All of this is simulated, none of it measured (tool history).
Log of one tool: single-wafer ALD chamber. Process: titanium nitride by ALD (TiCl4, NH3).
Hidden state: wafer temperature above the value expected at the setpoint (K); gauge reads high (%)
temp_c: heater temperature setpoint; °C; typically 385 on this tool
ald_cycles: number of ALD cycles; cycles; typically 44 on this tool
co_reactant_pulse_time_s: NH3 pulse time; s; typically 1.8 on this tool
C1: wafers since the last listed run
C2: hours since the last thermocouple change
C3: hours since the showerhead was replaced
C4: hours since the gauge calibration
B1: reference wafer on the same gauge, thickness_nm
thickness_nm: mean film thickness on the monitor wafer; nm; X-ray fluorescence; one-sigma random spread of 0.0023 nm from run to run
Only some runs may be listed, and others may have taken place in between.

Run 1, day 0: usual settings but temp_c 389 °C; C1 0; C2 2272; C3 6066.6; C4 130.1; B1 1.069. Result: thickness_nm 0.938 nm.
Run 2, day 0.562: usual settings but temp_c 392 °C, ald_cycles 39 cycles; C1 72; C2 2285.5; C3 6080.1; C4 143.6; B1 1.07. Result: thickness_nm 0.829 nm.
Run 3, day 0.908: usual settings but temp_c 394 °C, co_reactant_pulse_time_s 1.61 s; C1 44; C2 2293.8; C3 6088.4; C4 151.9; B1 1.07. Result: thickness_nm 0.93 nm.
Run 4, day 1.438: usual settings but temp_c 394 °C, co_reactant_pulse_time_s 1.61 s; C1 68; C2 2306.5; C3 6101.1; C4 164.6; B1 1.07. Result: thickness_nm 0.931 nm.
Run 5, day 2.125: usual settings; C1 88; C2 2323; C3 6117.6; C4 181.1; B1 1.071. Result: thickness_nm 0.928 nm.
Run 6, day 2.712: usual settings; C1 75; C2 2337.1; C3 6131.7; C4 195.2; B1 1.071. Result: thickness_nm 0.93 nm.
Run 7, day 3.075: usual settings; C1 46; C2 2345.8; C3 6140.4; C4 203.9; B1 1.072. Result: thickness_nm 0.934 nm.
Run 8, day 3.596: usual settings; C1 67; C2 2358.3; C3 6152.9; C4 216.4; B1 1.073. Result: thickness_nm 0.932 nm.
Run 9, day 3.929: usual settings; C1 43; C2 2366.3; C3 6160.9; C4 224.4; B1 1.073. Result: thickness_nm 0.935 nm.
Run 10, day 4.996: usual settings; C1 137; C2 2391.9; C3 6186.5; C4 250; B1 1.074. Result: thickness_nm 0.935 nm.
Run 11, day 5.525: usual settings; C1 68; C2 2404.6; C3 6199.2; C4 262.7; B1 1.074. Result: thickness_nm 0.937 nm.
Run 12, day 6.133: usual settings but ald_cycles 39 cycles, co_reactant_pulse_time_s 1.44 s; C1 78; C2 2419.2; C3 6213.8; C4 277.3; B1 1.074. Result: thickness_nm 0.819 nm.
Run 13, day 6.683: usual settings but ald_cycles 39 cycles, co_reactant_pulse_time_s 1.44 s; C1 71; C2 2432.4; C3 6227; C4 290.5; B1 1.075. Result: thickness_nm 0.822 nm.
Run 14, day 7.112: usual settings but temp_c 380 °C, co_reactant_pulse_time_s 1.33 s; C1 55; C2 2442.7; C3 6237.3; C4 300.8; B1 1.075. Result: thickness_nm 0.913 nm.
Run 15, day 7.679: usual settings but temp_c 380 °C, co_reactant_pulse_time_s 1.33 s; C1 73; C2 2456.3; C3 6250.9; C4 314.4; B1 1.075. Result: thickness_nm 0.909 nm.
Run 16, day 8.425: usual settings but temp_c 380 °C, co_reactant_pulse_time_s 1.33 s; C1 96; C2 2474.2; C3 6268.8; C4 332.3; B1 1.077. Result: thickness_nm 0.918 nm.
Run 17, day 8.992: usual settings but temp_c 388 °C; C1 73; C2 2487.8; C3 6282.4; C4 345.9; B1 1.077. Result: thickness_nm 0.937 nm.
Run 18, day 9.338: usual settings but temp_c 377 °C; C1 44; C2 2496.1; C3 6290.7; C4 354.2; B1 1.077. Result: thickness_nm 0.929 nm.
Run 19, day 9.917: usual settings but temp_c 381 °C; C1 74; C2 2510; C3 6304.6; C4 368.1; B1 1.079. Result: thickness_nm 0.935 nm.
Run 20, day 10.208: usual settings; C1 37; C2 2517; C3 6311.6; C4 375.1; B1 1.079. Result: thickness_nm 0.939 nm.
Run 21, day 10.575: usual settings but temp_c 397 °C, ald_cycles 38 cycles, co_reactant_pulse_time_s 1.12 s; C1 47; C2 2525.8; C3 6320.4; C4 383.9; B1 1.078. Result: thickness_nm 0.8 nm.
At day 11.208: thermocouple changed; heater temperature recalibrated.
Run 22, day 11.229: usual settings but temp_c 396 °C, ald_cycles 40 cycles, co_reactant_pulse_time_s 2.08 s; C1 41; C2 0.5; C3 6336.1; C4 399.6; B1 1.079. Result: thickness_nm 0.865 nm.
Run 23, day 11.667: usual settings; C1 56; C2 11; C3 6346.6; C4 410.1; B1 1.079. Result: thickness_nm 0.937 nm.
At day 12.429: showerhead replaced.
Run 24, day 12.675: usual settings but ald_cycles 38 cycles, co_reactant_pulse_time_s 1.45 s; C1 87; C2 35.2; C3 5.9; C4 434.3; B1 1.08. Result: thickness_nm 0.8 nm.
Run 25, day 13.267: usual settings but ald_cycles 47 cycles; C1 76; C2 49.4; C3 20.1; C4 448.5; B1 1.08. Result: thickness_nm 1.006 nm.
Run 26, day 13.975: usual settings but ald_cycles 36 cycles, co_reactant_pulse_time_s 2.49 s; C1 91; C2 66.4; C3 37.1; C4 465.5; B1 1.082. Result: thickness_nm 0.782 nm.
At day 14.667: gauge calibrated.
Run 27, day 14.671: usual settings but ald_cycles 36 cycles, co_reactant_pulse_time_s 2.1 s; C1 89; C2 83.1; C3 53.8; C4 0.1; B1 1.067. Result: thickness_nm 0.765 nm.
Run 28, day 15.162: usual settings but ald_cycles 47 cycles; C1 63; C2 94.9; C3 65.6; C4 11.9; B1 1.068. Result: thickness_nm 0.988 nm.
Run 29, day 15.883: usual settings but temp_c 390 °C; C1 93; C2 112.2; C3 82.9; C4 29.2; B1 1.068. Result: thickness_nm 0.928 nm.
Run 30, day 17.038: usual settings but temp_c 370 °C, ald_cycles 39 cycles, co_reactant_pulse_time_s 2.08 s; C1 149; C2 139.9; C3 110.6; C4 56.9; B1 1.069. Result: thickness_nm 0.822 nm.
Run 31, day 17.708: usual settings; C1 86; C2 156; C3 126.7; C4 73; B1 1.07. Result: thickness_nm 0.933 nm.
Run 32, day 18.329: usual settings but temp_c 381 °C, ald_cycles 37 cycles; C1 80; C2 170.9; C3 141.6; C4 87.9; B1 1.071. Result: thickness_nm 0.78 nm.
Run 33, day 18.6: usual settings; C1 35; C2 177.4; C3 148.1; C4 94.4; B1 1.071. Result: thickness_nm 0.934 nm.
Run 34, day 18.971: usual settings; C1 47; C2 186.3; C3 157; C4 103.3; B1 1.071. Result: thickness_nm 0.93 nm.
Run 35, day 19.396: usual settings but ald_cycles 53 cycles; C1 54; C2 196.5; C3 167.2; C4 113.5; B1 1.072. Result: thickness_nm 1.121 nm.
Run 36, day 19.908: usual settings; C1 66; C2 208.8; C3 179.5; C4 125.8; B1 1.072. Result: thickness_nm 0.929 nm.
Run 37, day 20.55: usual settings; C1 82; C2 224.2; C3 194.9; C4 141.2; B1 1.072. Result: thickness_nm 0.931 nm.
Run 38, day 21.046: usual settings but temp_c 375 °C, ald_cycles 38 cycles, co_reactant_pulse_time_s 1.37 s; C1 64; C2 236.1; C3 206.8; C4 153.1; B1 1.074. Result: thickness_nm 0.782 nm.
Run 39, day 22.1: usual settings; C1 136; C2 261.4; C3 232.1; C4 178.4; B1 1.073. Result: thickness_nm 0.938 nm.
Run 40, day 22.692: usual settings but co_reactant_pulse_time_s 2.17 s; C1 76; C2 275.6; C3 246.3; C4 192.6; B1 1.073. Result: thickness_nm 0.943 nm.

Hidden state, per run?
wafer temperature above the value expected at the setpoint (K): 0 across all the runs
H1: gauge reads high (%)
run     H1
  1  0.323
  2  0.367
  3  0.393
  4  0.435
  5  0.488
  6  0.534
  7  0.562
  8  0.603
  9  0.629
 10  0.712
 11  0.753
 12  0.801
 13  0.844
 14  0.877
 15  0.921
 16   0.98
 17   1.02
 18   1.05
 19    1.1
 20   1.12
 21   1.15
 22    1.2
 23   1.23
 24   1.31
 25   1.36
 26   1.41
 27  0.145
 28  0.184
 29   0.24
 30   0.33
 31  0.382
 32  0.431
 33  0.452
 34  0.481
 35  0.514
 36  0.554
 37  0.604
 38  0.642
 39  0.725
 40  0.771

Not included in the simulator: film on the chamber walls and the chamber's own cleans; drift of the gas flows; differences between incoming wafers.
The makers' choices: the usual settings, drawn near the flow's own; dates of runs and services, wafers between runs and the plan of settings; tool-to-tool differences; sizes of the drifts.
